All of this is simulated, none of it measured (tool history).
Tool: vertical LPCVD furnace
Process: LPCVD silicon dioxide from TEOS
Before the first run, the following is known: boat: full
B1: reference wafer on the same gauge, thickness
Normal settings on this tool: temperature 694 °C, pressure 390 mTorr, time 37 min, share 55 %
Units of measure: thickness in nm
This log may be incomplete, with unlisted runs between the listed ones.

Run 1, hour 0: usual settings; B1 275.9. Result: thickness 267.67 nm.
Run 2, hour 9.3: usual settings; B1 276.14. Result: thickness 268.25 nm.
Run 3, hour 24.1: usual settings; B1 276.14. Result: thickness 266.71 nm.
At hour 65.6: thermocouples replaced and temperature profile calibrated.
At hour 72.1: pressure gauge zeroed.
Run 4, hour 72.6: usual settings but time 43 min; B1 275.97. Result: thickness 279.82 nm.
Run 5, hour 77.9: usual settings but time 43 min; B1 276.02. Result: thickness 278.42 nm.
Run 6, hour 83.1: usual settings but pressure 335 mTorr; B1 275.93. Result: thickness 222.51 nm.
Run 7, hour 109.9: usual settings but pressure 335 mTorr; B1 276.15. Result: thickness 222.62 nm.
At hour 137.5: TEOS flow controller replaced.
Run 8, hour 138: usual settings; B1 276.26. Result: thickness 240.6 nm.
Run 9, hour 143.2: usual settings; B1 275.68. Result: thickness 240.41 nm.
Run 10, hour 188.3: usual settings but temperature 683 °C, pressure 310 mTorr, time 25.5 min; B1 275.98. Result: thickness 114.37 nm.
Run 11, hour 209.2: usual settings; B1 276.03. Result: thickness 240.47 nm.
Run 12, hour 218.2: usual settings but temperature 684 °C, pressure 350 mTorr, share 62 %; B1 276.01. Result: thickness 191.22 nm.
Run 13, hour 231: usual settings; B1 276.02. Result: thickness 240.7 nm.
Run 14, hour 244: usual settings but time 45.5 min, share 61 %; B1 275.86. Result: thickness 310.99 nm.
Run 15, hour 255.1: usual settings; B1 276. Result: thickness 241.34 nm.
Run 16, hour 276: usual settings but temperature 688 °C, pressure 335 mTorr, time 24.5 min, share 48 %; B1 275.96. Result: thickness 119.41 nm.
Run 17, hour 285.9: usual settings but temperature 705 °C, pressure 460 mTorr, time 33 min, share 45 %; B1 275.78. Result: thickness 273.5 nm.
At hour 301: gauge calibrated.
Run 18, hour 304.3: usual settings but temperature 684 °C, pressure 345 mTorr, time 25 min, share 47 %; B1 276.24. Result: thickness 111.88 nm.
Run 19, hour 316.7: usual settings but temperature 701 °C, pressure 355 mTorr, time 29 min, share 48 %; B1 276.06. Result: thickness 199.39 nm.
Run 20, hour 328.1: usual settings but share 61 %; B1 275.97. Result: thickness 253.59 nm.
Run 21, hour 343.9: usual settings but temperature 704 °C, pressure 485 mTorr, time 25 min, share 44 %; B1 276.01. Result: thickness 205.22 nm.
Run 22, hour 353.3: usual settings but temperature 704 °C; B1 276.07. Result: thickness 305.71 nm.
Run 23, hour 372.1: usual settings; B1 275.99. Result: thickness 241.01 nm.
Run 24, hour 387.7: usual settings but pressure 480 mTorr, share 48 %; B1 276. Result: thickness 252 nm.
Run 25, hour 400.9: usual settings but pressure 440 mTorr; B1 275.94. Result: thickness 256.95 nm.
Run 26, hour 413.7: usual settings; B1 275.9. Result: thickness 242.36 nm.
Run 27, hour 430.2: usual settings but pressure 485 mTorr, time 28.5 min, share 45 %; B1 275.92. Result: thickness 188.09 nm.

What will run 28 give?
Run 28, hour 444.4: usual settings but temperature 701 °C, pressure 445 mTorr, time 49 min, share 48 %; B1 ?. Result: thickness ?.

{"run 28": {"B1": 275.86, "thickness": 377.3}}
The same run, on a tool lacking any hidden state, would have yielded thickness 374 nm.
